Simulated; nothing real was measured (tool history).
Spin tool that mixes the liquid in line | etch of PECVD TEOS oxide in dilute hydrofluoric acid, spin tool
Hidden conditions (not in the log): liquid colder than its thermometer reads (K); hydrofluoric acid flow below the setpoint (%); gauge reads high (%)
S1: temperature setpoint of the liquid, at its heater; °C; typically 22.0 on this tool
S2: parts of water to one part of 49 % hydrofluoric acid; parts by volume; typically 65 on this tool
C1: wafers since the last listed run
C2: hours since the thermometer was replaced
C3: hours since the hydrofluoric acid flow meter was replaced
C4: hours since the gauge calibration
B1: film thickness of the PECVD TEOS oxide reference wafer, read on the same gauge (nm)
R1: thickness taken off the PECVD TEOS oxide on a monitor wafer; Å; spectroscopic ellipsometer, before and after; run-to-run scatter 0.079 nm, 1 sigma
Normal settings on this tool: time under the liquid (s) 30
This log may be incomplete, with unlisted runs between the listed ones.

{"run": 1, "hour": 0.0, "S1": 22.0, "S2": 65, "time under the liquid (s)": 30, "C1": 0, "C2": 1944.7, "C3": 439.6, "C4": 788.0, "B1": 30.0, "R1": 79.6}
{"run": 2, "hour": 29.4, "S1": 22.0, "S2": 65, "time under the liquid (s)": 30, "C1": 523, "C2": 1974.1, "C3": 469.0, "C4": 817.4, "B1": 30.04, "R1": 79.7}
{"run": 3, "hour": 77.0, "S1": 22.0, "S2": 65, "time under the liquid (s)": 30, "C1": 847, "C2": 2021.7, "C3": 516.6, "C4": 865.0, "B1": 30.01, "R1": 80.6}
{"run": 4, "hour": 147.0, "S1": 22.0, "S2": 65, "time under the liquid (s)": 30, "C1": 1246, "C2": 2091.7, "C3": 586.6, "C4": 935.0, "B1": 30.0, "R1": 78.2}
{"hour": 167.6, "done": "gauge calibrated"}
{"run": 5, "hour": 180.7, "S1": 22.0, "S2": 65, "time under the liquid (s)": 30, "C1": 599, "C2": 2125.4, "C3": 620.3, "C4": 13.1, "B1": 29.99, "R1": 78.5}
{"run": 6, "hour": 215.6, "S1": 22.0, "S2": 65, "time under the liquid (s)": 30, "C1": 621, "C2": 2160.3, "C3": 655.2, "C4": 48.0, "B1": 30.02, "R1": 77.0}
{"run": 7, "hour": 281.3, "S1": 22.0, "S2": 65, "time under the liquid (s)": 20, "C1": 1169, "C2": 2226.0, "C3": 720.9, "C4": 113.7, "B1": 29.99, "R1": 50.9}
{"run": 8, "hour": 346.4, "S1": 22.0, "S2": 65, "time under the liquid (s)": 20, "C1": 1158, "C2": 2291.1, "C3": 786.0, "C4": 178.8, "B1": 30.0, "R1": 50.9}
{"run": 9, "hour": 390.3, "S1": 22.0, "S2": 65, "time under the liquid (s)": 30, "C1": 781, "C2": 2335.0, "C3": 829.9, "C4": 222.7, "B1": 30.01, "R1": 76.7}
{"run": 10, "hour": 448.0, "S1": 25.5, "S2": 65, "time under the liquid (s)": 30, "C1": 1027, "C2": 2392.7, "C3": 887.6, "C4": 280.4, "B1": 29.98, "R1": 87.0}
{"run": 11, "hour": 476.1, "S1": 25.5, "S2": 65, "time under the liquid (s)": 30, "C1": 500, "C2": 2420.8, "C3": 915.7, "C4": 308.5, "B1": 30.01, "R1": 87.8}
{"run": 12, "hour": 515.9, "S1": 22.0, "S2": 65, "time under the liquid (s)": 30, "C1": 708, "C2": 2460.6, "C3": 955.5, "C4": 348.3, "B1": 30.01, "R1": 74.8}
{"hour": 571.2, "done": "hydrofluoric acid flow meter replaced"}
{"run": 13, "hour": 587.3, "S1": 22.0, "S2": 80, "time under the liquid (s)": 30, "C1": 1253, "C2": 2532.0, "C3": 16.1, "C4": 419.7, "B1": 30.01, "R1": 65.7}
{"run": 14, "hour": 647.8, "S1": 22.0, "S2": 40, "time under the liquid (s)": 45, "C1": 1076, "C2": 2592.5, "C3": 76.6, "C4": 480.2, "B1": 30.0, "R1": 204.4}
{"run": 15, "hour": 712.4, "S1": 22.0, "S2": 65, "time under the liquid (s)": 30, "C1": 1149, "C2": 2657.1, "C3": 141.2, "C4": 544.8, "B1": 30.0, "R1": 80.3}
{"run": 16, "hour": 773.6, "S1": 19.5, "S2": 85, "time under the liquid (s)": 30, "C1": 1089, "C2": 2718.3, "C3": 202.4, "C4": 606.0, "B1": 30.0, "R1": 52.7}
{"run": 17, "hour": 823.4, "S1": 22.0, "S2": 45, "time under the liquid (s)": 40, "C1": 886, "C2": 2768.1, "C3": 252.2, "C4": 655.8, "B1": 30.01, "R1": 153.7}
{"hour": 867.6, "done": "thermometer replaced"}
{"run": 18, "hour": 912.2, "S1": 18.0, "S2": 95, "time under the liquid (s)": 30, "C1": 1562, "C2": 44.6, "C3": 341.0, "C4": 744.6, "B1": 30.0, "R1": 48.3}
{"hour": 961.4, "done": "gauge calibrated"}
{"run": 19, "hour": 965.2, "S1": 26.0, "S2": 85, "time under the liquid (s)": 30, "C1": 943, "C2": 97.6, "C3": 394.0, "C4": 3.8, "B1": 30.03, "R1": 75.8}
{"run": 20, "hour": 1016.2, "S1": 22.0, "S2": 65, "time under the liquid (s)": 30, "C1": 907, "C2": 148.6, "C3": 445.0, "C4": 54.8, "B1": 29.98, "R1": 85.2}
{"run": 21, "hour": 1057.3, "S1": 22.0, "S2": 40, "time under the liquid (s)": 45, "C1": 731, "C2": 189.7, "C3": 486.1, "C4": 95.9, "B1": 29.98, "R1": 211.7}
{"run": 22, "hour": 1103.1, "S1": 24.5, "S2": 85, "time under the liquid (s)": 15, "C1": 815, "C2": 235.5, "C3": 531.9, "C4": 141.7, "B1": 29.98, "R1": 35.0}
{"run": 23, "hour": 1165.2, "S1": 20.5, "S2": 65, "time under the liquid (s)": 40, "C1": 1105, "C2": 297.6, "C3": 594.0, "C4": 203.8, "B1": 29.99, "R1": 103.7}
{"run": 24, "hour": 1195.4, "S1": 22.0, "S2": 90, "time under the liquid (s)": 20, "C1": 537, "C2": 327.8, "C3": 624.2, "C4": 234.0, "B1": 30.04, "R1": 38.9}
{"run": 25, "hour": 1251.1, "S1": 22.0, "S2": 55, "time under the liquid (s)": 45, "C1": 991, "C2": 383.5, "C3": 679.9, "C4": 289.7, "B1": 30.02, "R1": 147.2}
{"run": 26, "hour": 1282.0, "S1": 22.0, "S2": 40, "time under the liquid (s)": 30, "C1": 550, "C2": 414.4, "C3": 710.8, "C4": 320.6, "B1": 29.99, "R1": 137.1}

A few steps of R1 between consecutive runs. Split each: what settings, incoming material and random variation would produce without the hidden state, and what is left over for the hidden state, along with gauge scatter present in only one of the two compared results (measured, and without hidden state):
Run 13 -> 14: S2 80 -> 40, time under the liquid (s) 30 -> 45. R1 +138.7 Å: hidden state -19.3, all else +158.0.
Run 17 -> 18: S1 22.0 -> 18.0, S2 45 -> 95, time under the liquid (s) 40 -> 30, thermometer replaced. R1 -105.4 Å: hidden state +21.7, all else -127.1.
Run 21 -> 22: S1 22.0 -> 24.5, S2 40 -> 85, time under the liquid (s) 45 -> 15. R1 -176.7 Å: hidden state +14.1, all else -190.8.
